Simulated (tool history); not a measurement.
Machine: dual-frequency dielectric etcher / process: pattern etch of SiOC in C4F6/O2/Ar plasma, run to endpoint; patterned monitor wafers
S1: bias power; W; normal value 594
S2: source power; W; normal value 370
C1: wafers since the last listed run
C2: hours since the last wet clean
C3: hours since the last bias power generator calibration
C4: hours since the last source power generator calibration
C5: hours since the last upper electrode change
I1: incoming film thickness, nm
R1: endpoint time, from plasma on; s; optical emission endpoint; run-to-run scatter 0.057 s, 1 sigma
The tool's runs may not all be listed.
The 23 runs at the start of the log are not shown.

{"run": 24, "hour": 1798.7, "S1": 698, "S2": 430, "C1": 918, "C2": 364.2, "C3": 968.6, "C4": 204.8, "C5": 1481.7, "I1": 29.42, "R1": 9.2}
{"run": 25, "hour": 1887.3, "S1": 594, "S2": 370, "C1": 982, "C2": 452.8, "C3": 1057.2, "C4": 293.4, "C5": 1570.3, "I1": 29.73, "R1": 10.4}
{"run": 26, "hour": 1933.9, "S1": 594, "S2": 370, "C1": 516, "C2": 499.4, "C3": 1103.8, "C4": 340.0, "C5": 1616.9, "I1": 29.67, "R1": 10.6}
{"run": 27, "hour": 2001.1, "S1": 451, "S2": 400, "C1": 744, "C2": 566.6, "C3": 1171.0, "C4": 407.2, "C5": 1684.1, "I1": 29.42, "R1": 11.5}
{"run": 28, "hour": 2095.5, "S1": 472, "S2": 290, "C1": 1046, "C2": 661.0, "C3": 1265.4, "C4": 501.6, "C5": 1778.5, "I1": 29.75, "R1": 12.6}
{"hour": 2123.3, "done": "upper electrode replaced"}
{"run": 29, "hour": 2196.2, "S1": 725, "S2": 410, "C1": 850, "C2": 761.7, "C3": 1366.1, "C4": 602.3, "C5": 72.9, "I1": 29.53, "R1": 9.5}
{"hour": 2268.9, "done": "wet clean of the chamber"}
{"run": 30, "hour": 2290.2, "S1": 642, "S2": 340, "C1": 775, "C2": 21.3, "C3": 1460.1, "C4": 696.3, "C5": 166.9, "I1": 29.38, "R1": 10.1}
{"run": 31, "hour": 2386.3, "S1": 547, "S2": 280, "C1": 1065, "C2": 117.4, "C3": 1556.2, "C4": 792.4, "C5": 263.0, "I1": 29.5, "R1": 11.5}
{"run": 32, "hour": 2443.5, "S1": 594, "S2": 410, "C1": 634, "C2": 174.6, "C3": 1613.4, "C4": 849.6, "C5": 320.2, "I1": 29.46, "R1": 10.0}
{"run": 33, "hour": 2530.2, "S1": 594, "S2": 370, "C1": 961, "C2": 261.3, "C3": 1700.1, "C4": 936.3, "C5": 406.9, "I1": 29.75, "R1": 10.5}
{"run": 34, "hour": 2602.6, "S1": 594, "S2": 390, "C1": 802, "C2": 333.7, "C3": 1772.5, "C4": 1008.7, "C5": 479.3, "I1": 29.69, "R1": 10.3}
{"run": 35, "hour": 2647.8, "S1": 726, "S2": 370, "C1": 501, "C2": 378.9, "C3": 1817.7, "C4": 1053.9, "C5": 524.5, "I1": 29.52, "R1": 9.6}

4 ways to go on from here, each from the tool as it stands after run 35. What would each give?
{"run": "A", "hour": 2648.2, "S1": 594, "S2": 310, "C1": 4, "C2": 379.3, "C3": 1818.1, "C4": 1054.3, "C5": 524.9, "I1": 29.99, "R1": "?"}
{"run": "B", "hour": 2648.2, "S1": 522, "S2": 320, "C1": 4, "C2": 379.3, "C3": 1818.1, "C4": 1054.3, "C5": 524.9, "I1": 29.99, "R1": "?"}
{"run": "C", "hour": 2648.2, "S1": 717, "S2": 430, "C1": 4, "C2": 379.3, "C3": 1818.1, "C4": 1054.3, "C5": 524.9, "I1": 29.99, "R1": "?"}
{"run": "D", "hour": 2648.2, "S1": 690, "S2": 440, "C1": 4, "C2": 379.3, "C3": 1818.1, "C4": 1054.3, "C5": 524.9, "I1": 29.99, "R1": "?"}

run=A R1=11.1
run=B R1=11.7
run=C R1=9.3
run=D R1=9.4
The same runs, with their run-to-run variation unchanged, on a tool lacking any hidden condition would have given:
run=A R1=10.9
run=B R1=11.5
run=C R1=9.1
run=D R1=9.2
